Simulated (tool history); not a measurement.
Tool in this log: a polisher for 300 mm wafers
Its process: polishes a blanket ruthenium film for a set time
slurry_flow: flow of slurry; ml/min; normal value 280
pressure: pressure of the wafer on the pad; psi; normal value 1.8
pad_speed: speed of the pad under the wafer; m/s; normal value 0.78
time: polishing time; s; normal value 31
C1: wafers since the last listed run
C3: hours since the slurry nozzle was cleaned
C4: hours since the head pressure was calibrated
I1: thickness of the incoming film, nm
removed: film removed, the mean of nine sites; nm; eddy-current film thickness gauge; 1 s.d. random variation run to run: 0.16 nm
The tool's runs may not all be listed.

{"run": 1, "hour": 0.0, "slurry_flow": 280, "pressure": 1.8, "pad_speed": 0.78, "time": 31, "C1": 0, "wafers polished on this pad": 9176, "C3": 128.3, "C4": 1.8, "I1": 638.9, "removed": 17.7}
{"hour": 22.8, "done": "worn pad replaced by a new one"}
{"run": 2, "hour": 60.6, "slurry_flow": 280, "pressure": 1.8, "pad_speed": 0.78, "time": 31, "C1": 629, "wafers polished on this pad": 420, "C3": 188.9, "C4": 62.4, "I1": 643.9, "removed": 19.6}
{"run": 3, "hour": 104.2, "slurry_flow": 280, "pressure": 1.8, "pad_speed": 0.78, "time": 27, "C1": 485, "wafers polished on this pad": 905, "C3": 232.5, "C4": 106, "I1": 631.6, "removed": 17}
{"run": 4, "hour": 146.6, "slurry_flow": 280, "pressure": 1.8, "pad_speed": 0.78, "time": 27, "C1": 471, "wafers polished on this pad": 1376, "C3": 274.9, "C4": 148.4, "I1": 648.8, "removed": 16.8}
{"run": 5, "hour": 217.6, "slurry_flow": 280, "pressure": 1.8, "pad_speed": 0.78, "time": 27, "C1": 789, "wafers polished on this pad": 2166, "C3": 345.9, "C4": 219.4, "I1": 638.3, "removed": 16.2}
{"run": 6, "hour": 281.9, "slurry_flow": 280, "pressure": 1.5, "pad_speed": 0.6, "time": 31, "C1": 715, "wafers polished on this pad": 2881, "C3": 410.2, "C4": 283.7, "I1": 640, "removed": 12.7}
{"run": 7, "hour": 338.3, "slurry_flow": 280, "pressure": 1.8, "pad_speed": 0.78, "time": 31, "C1": 627, "wafers polished on this pad": 3509, "C3": 466.6, "C4": 340.1, "I1": 637.2, "removed": 18.4}
{"run": 8, "hour": 389.8, "slurry_flow": 280, "pressure": 1.8, "pad_speed": 0.78, "time": 31, "C1": 572, "wafers polished on this pad": 4082, "C3": 518.1, "C4": 391.6, "I1": 640.8, "removed": 18}
{"run": 9, "hour": 446.4, "slurry_flow": 280, "pressure": 1.8, "pad_speed": 0.78, "time": 31, "C1": 629, "wafers polished on this pad": 4712, "C3": 574.7, "C4": 448.2, "I1": 641.2, "removed": 17.9}
{"run": 10, "hour": 545.9, "slurry_flow": 280, "pressure": 1.8, "pad_speed": 0.78, "time": 31, "C1": 1106, "wafers polished on this pad": 5818, "C3": 674.2, "C4": 547.7, "I1": 639.4, "removed": 17.5}
{"hour": 616.7, "done": "slurry nozzle cleaned"}
{"run": 11, "hour": 618.6, "slurry_flow": 280, "pressure": 1.8, "pad_speed": 0.78, "time": 31, "C1": 797, "wafers polished on this pad": 6616, "C3": 1.9, "C4": 620.4, "I1": 652.4, "removed": 18.2}
{"run": 12, "hour": 686.1, "slurry_flow": 280, "pressure": 1.8, "pad_speed": 0.78, "time": 31, "C1": 750, "wafers polished on this pad": 7367, "C3": 69.4, "C4": 687.9, "I1": 635.4, "removed": 18.4}
{"hour": 694.1, "done": "worn pad replaced by a new one"}
{"hour": 888.3, "done": "head pressure recalibrated"}
{"run": 13, "hour": 983.9, "slurry_flow": 345, "pressure": 1.8, "pad_speed": 0.78, "time": 38, "C1": 3246, "wafers polished on this pad": 3201, "C3": 367.2, "C4": 95.6, "I1": 638.8, "removed": 23.1}
{"run": 14, "hour": 1050.6, "slurry_flow": 345, "pressure": 1.8, "pad_speed": 0.78, "time": 38, "C1": 742, "wafers polished on this pad": 3943, "C3": 433.9, "C4": 162.3, "I1": 652, "removed": 22.6}
{"run": 15, "hour": 1119.3, "slurry_flow": 335, "pressure": 1.3, "pad_speed": 0.54, "time": 35, "C1": 764, "wafers polished on this pad": 4707, "C3": 502.6, "C4": 231, "I1": 626, "removed": 11.5}
{"run": 16, "hour": 1175.7, "slurry_flow": 280, "pressure": 1.8, "pad_speed": 0.78, "time": 31, "C1": 627, "wafers polished on this pad": 5335, "C3": 559, "C4": 287.4, "I1": 633.1, "removed": 17.7}
{"run": 17, "hour": 1244.8, "slurry_flow": 380, "pressure": 1.8, "pad_speed": 0.78, "time": 31, "C1": 768, "wafers polished on this pad": 6103, "C3": 628.1, "C4": 356.5, "I1": 635.7, "removed": 18}
{"run": 18, "hour": 1300.7, "slurry_flow": 230, "pressure": 1.8, "pad_speed": 0.86, "time": 25, "C1": 621, "wafers polished on this pad": 6725, "C3": 684, "C4": 412.4, "I1": 648.6, "removed": 15.1}
{"run": 19, "hour": 1384.0, "slurry_flow": 280, "pressure": 2, "pad_speed": 0.52, "time": 42, "C1": 926, "wafers polished on this pad": 7652, "C3": 767.3, "C4": 495.7, "I1": 637, "removed": 17}
{"hour": 1392.3, "done": "worn pad replaced by a new one"}
{"run": 20, "hour": 1446.3, "slurry_flow": 280, "pressure": 1.8, "pad_speed": 0.78, "time": 31, "C1": 648, "wafers polished on this pad": 600, "C3": 829.6, "C4": 558, "I1": 633.9, "removed": 18.7}
{"hour": 1499.8, "done": "slurry nozzle cleaned"}
{"hour": 1553.7, "done": "head pressure recalibrated"}
{"run": 21, "hour": 1663.2, "slurry_flow": 185, "pressure": 1.4, "pad_speed": 0.7, "time": 40, "C1": 2379, "wafers polished on this pad": 2980, "C3": 163.4, "C4": 109.5, "I1": 638.8, "removed": 17.2}
{"run": 22, "hour": 1754.3, "slurry_flow": 280, "pressure": 1.8, "pad_speed": 0.78, "time": 31, "C1": 1013, "wafers polished on this pad": 3993, "C3": 254.5, "C4": 200.6, "I1": 642.4, "removed": 17.9}
{"run": 23, "hour": 1815.5, "slurry_flow": 365, "pressure": 1.8, "pad_speed": 0.78, "time": 31, "C1": 680, "wafers polished on this pad": 4674, "C3": 315.7, "C4": 261.8, "I1": 635.6, "removed": 18.2}
{"run": 24, "hour": 1933.4, "slurry_flow": 320, "pressure": 1.4, "pad_speed": 0.56, "time": 31, "C1": 1311, "wafers polished on this pad": 5986, "C3": 433.6, "C4": 379.7, "I1": 645.2, "removed": 10.7}
{"run": 25, "hour": 2002.6, "slurry_flow": 365, "pressure": 1.8, "pad_speed": 0.78, "time": 23, "C1": 769, "wafers polished on this pad": 6755, "C3": 502.8, "C4": 448.9, "I1": 636.7, "removed": 13.3}
{"run": 26, "hour": 2043.0, "slurry_flow": 240, "pressure": 1.5, "pad_speed": 0.98, "time": 37, "C1": 449, "wafers polished on this pad": 7205, "C3": 543.2, "C4": 489.3, "I1": 637.3, "removed": 22.3}
{"hour": 2091.0, "done": "worn pad replaced by a new one"}
{"run": 27, "hour": 2093.1, "slurry_flow": 375, "pressure": 1.8, "pad_speed": 0.78, "time": 28, "C1": 512, "wafers polished on this pad": 23, "C3": 593.3, "C4": 539.4, "I1": 637.2, "removed": 18.1}
{"run": 28, "hour": 2191.3, "slurry_flow": 280, "pressure": 1.5, "pad_speed": 0.88, "time": 39, "C1": 1092, "wafers polished on this pad": 1115, "C3": 691.5, "C4": 637.6, "I1": 640.1, "removed": 23.4}
{"hour": 2227.2, "done": "head pressure recalibrated"}
{"run": 29, "hour": 2295.2, "slurry_flow": 325, "pressure": 1.5, "pad_speed": 0.58, "time": 22, "C1": 1133, "wafers polished on this pad": 2249, "C3": 795.4, "C4": 68, "I1": 629.5, "removed": 8.7}
{"hour": 2329.5, "done": "slurry nozzle cleaned"}
{"run": 30, "hour": 2364.4, "slurry_flow": 365, "pressure": 1.8, "pad_speed": 0.78, "time": 26, "C1": 758, "wafers polished on this pad": 3007, "C3": 34.9, "C4": 137.2, "I1": 641.4, "removed": 16.1}
{"run": 31, "hour": 2470.2, "slurry_flow": 280, "pressure": 1.8, "pad_speed": 0.78, "time": 31, "C1": 1176, "wafers polished on this pad": 4184, "C3": 140.7, "C4": 243, "I1": 638.6, "removed": 18.3}
{"run": 32, "hour": 2577.8, "slurry_flow": 245, "pressure": 1.6, "pad_speed": 0.78, "time": 23, "C1": 1197, "wafers polished on this pad": 5382, "C3": 248.3, "C4": 350.6, "I1": 648.6, "removed": 12.4}
{"run": 33, "hour": 2624.9, "slurry_flow": 280, "pressure": 1.8, "pad_speed": 0.78, "time": 31, "C1": 523, "wafers polished on this pad": 5905, "C3": 295.4, "C4": 397.7, "I1": 631.3, "removed": 18}
{"run": 34, "hour": 2712.4, "slurry_flow": 230, "pressure": 1.8, "pad_speed": 0.86, "time": 25, "C1": 973, "wafers polished on this pad": 6879, "C3": 382.9, "C4": 485.2, "I1": 642.9, "removed": 15.6}
{"run": 35, "hour": 2804.0, "slurry_flow": 280, "pressure": 1.8, "pad_speed": 0.78, "time": 31, "C1": 1019, "wafers polished on this pad": 7898, "C3": 474.5, "C4": 576.8, "I1": 641.9, "removed": 18.1}
{"hour": 2818.3, "done": "worn pad replaced by a new one"}
{"run": 36, "hour": 2890.4, "slurry_flow": 280, "pressure": 1.8, "pad_speed": 0.86, "time": 31, "C1": 916, "wafers polished on this pad": 802, "C3": 560.9, "C4": 663.2, "I1": 648.2, "removed": 21.1}
{"hour": 2898.2, "done": "head pressure recalibrated"}
{"run": 37, "hour": 2977.0, "slurry_flow": 280, "pressure": 1.8, "pad_speed": 0.78, "time": 31, "C1": 941, "wafers polished on this pad": 1743, "C3": 647.5, "C4": 78.8, "I1": 640.3, "removed": 18.1}

Branching from run 37: 4 alternative next runs. What would each branch give?
{"run": "A", "hour": 2977.4, "slurry_flow": 280, "pressure": 1.8, "pad_speed": 0.78, "time": 31, "C1": 4, "wafers polished on this pad": 1748, "C3": 647.9, "C4": 79.2, "I1": 648.7, "removed": "?"}
{"run": "B", "hour": 2977.4, "slurry_flow": 280, "pressure": 2, "pad_speed": 0.78, "time": 37, "C1": 4, "wafers polished on this pad": 1748, "C3": 647.9, "C4": 79.2, "I1": 648.7, "removed": "?"}
{"run": "C", "hour": 2977.4, "slurry_flow": 340, "pressure": 1.3, "pad_speed": 0.78, "time": 27, "C1": 4, "wafers polished on this pad": 1748, "C3": 647.9, "C4": 79.2, "I1": 648.7, "removed": "?"}
{"run": "D", "hour": 2977.4, "slurry_flow": 240, "pressure": 1.8, "pad_speed": 0.68, "time": 31, "C1": 4, "wafers polished on this pad": 1748, "C3": 647.9, "C4": 79.2, "I1": 648.7, "removed": "?"}

run=A removed=18.6
run=B removed=24
run=C removed=13.2
run=D removed=15.9
Without the tool's unlogged condition, the same runs would have read:
run=A removed=20.5
run=B removed=26.5
run=C removed=14.5
run=D removed=17.7
